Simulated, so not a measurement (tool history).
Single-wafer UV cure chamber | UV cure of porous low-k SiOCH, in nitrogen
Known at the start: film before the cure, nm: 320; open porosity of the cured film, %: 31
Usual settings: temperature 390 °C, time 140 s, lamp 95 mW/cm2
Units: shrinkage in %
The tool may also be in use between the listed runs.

run    hour  temperature  time  lamp  shrinkage
  1       0          390    85    95      9.573
  2      28          390    85    95       9.45
  3    83.6          390   140    95     12.263
  4   130.7          390   140    95     12.128
  5     184          390   140    95     11.887
  6   231.9          390   140    95     11.878
  7   410.7          390   140    95     11.214
  8   437.8          398   140    95     11.308
      476.2  -- quartz window cleaned
  9   482.9          398   140    95     12.497
 10   624.8          398   140    95     12.327
 11   680.3          390   140    95     11.837
 12   711.5          390   140    95     11.812
 13   767.9          390   140    95      11.73
 14   833.9          390   115    95     10.249
      898.6  -- quartz window cleaned
 15   899.1          390   115    95      11.32
 16     940          390   115    95     11.352
 17  1004.7          390   140    95     11.906
 18  1037.4          390   140    95     11.997
 19  1068.9          390   140    95      11.81
 20  1132.3          390   140    95     11.923
 21  1196.7          390   140    95     11.505
 22  1226.9          397   140   108     12.436
     1256.7  -- UV bulbs replaced
 23  1257.2          390   140   110     12.545
 24  1282.4          399   210    95     13.775
     1298.3  -- quartz window cleaned
 25  1353.3          390   140   131     14.176
 26  1418.5          399   200    59     11.779
 27  1449.7          390   140    95     11.856
 28  1485.2          390   140    95      11.96
 29  1545.6          383   185    95     13.177
 30    1572          390   140    95     11.819
 31  1634.4          390    85    95      8.857
 32  1704.7          409   215   125     15.552
     1772.5  -- quartz window cleaned
 33  1776.4          397   210    81     13.802
 34  1801.7          390   140    79     11.254
 35  1829.5          390   140    95     12.081
 36  1862.2          390   140    95     12.208
 37  1892.9          397   120   116     12.214
 38  1955.3          390   140    84     11.115
 39  1986.6          390   140    95     11.642
 40  2031.3          384    90    80      8.164
 41  2079.7          380   140    95     11.112
 42  2143.5          390   140    95     11.178
 43  2169.7          371   190   134     14.383
     2208.3  -- quartz window cleaned
 44  2209.2          390   110   129     12.751
 45  2272.5          390   140   131     14.284

Forecast each of these 5 alternatives for the next run:
  A  2273          390   140    95          ?
  B  2273          399    75    95          ?
  C  2273          374   165   130          ?
  D  2273          390    55   115          ?
  E  2273          374   140    83          ?

run  shrinkage
  A     12.234
  B      9.077
  C     14.528
  D      8.285
  E     11.146
Without the tool's hidden state the same runs would have given:
run  shrinkage
  A     12.447
  B       9.28
  C     14.748
  D      8.483
  E     11.356

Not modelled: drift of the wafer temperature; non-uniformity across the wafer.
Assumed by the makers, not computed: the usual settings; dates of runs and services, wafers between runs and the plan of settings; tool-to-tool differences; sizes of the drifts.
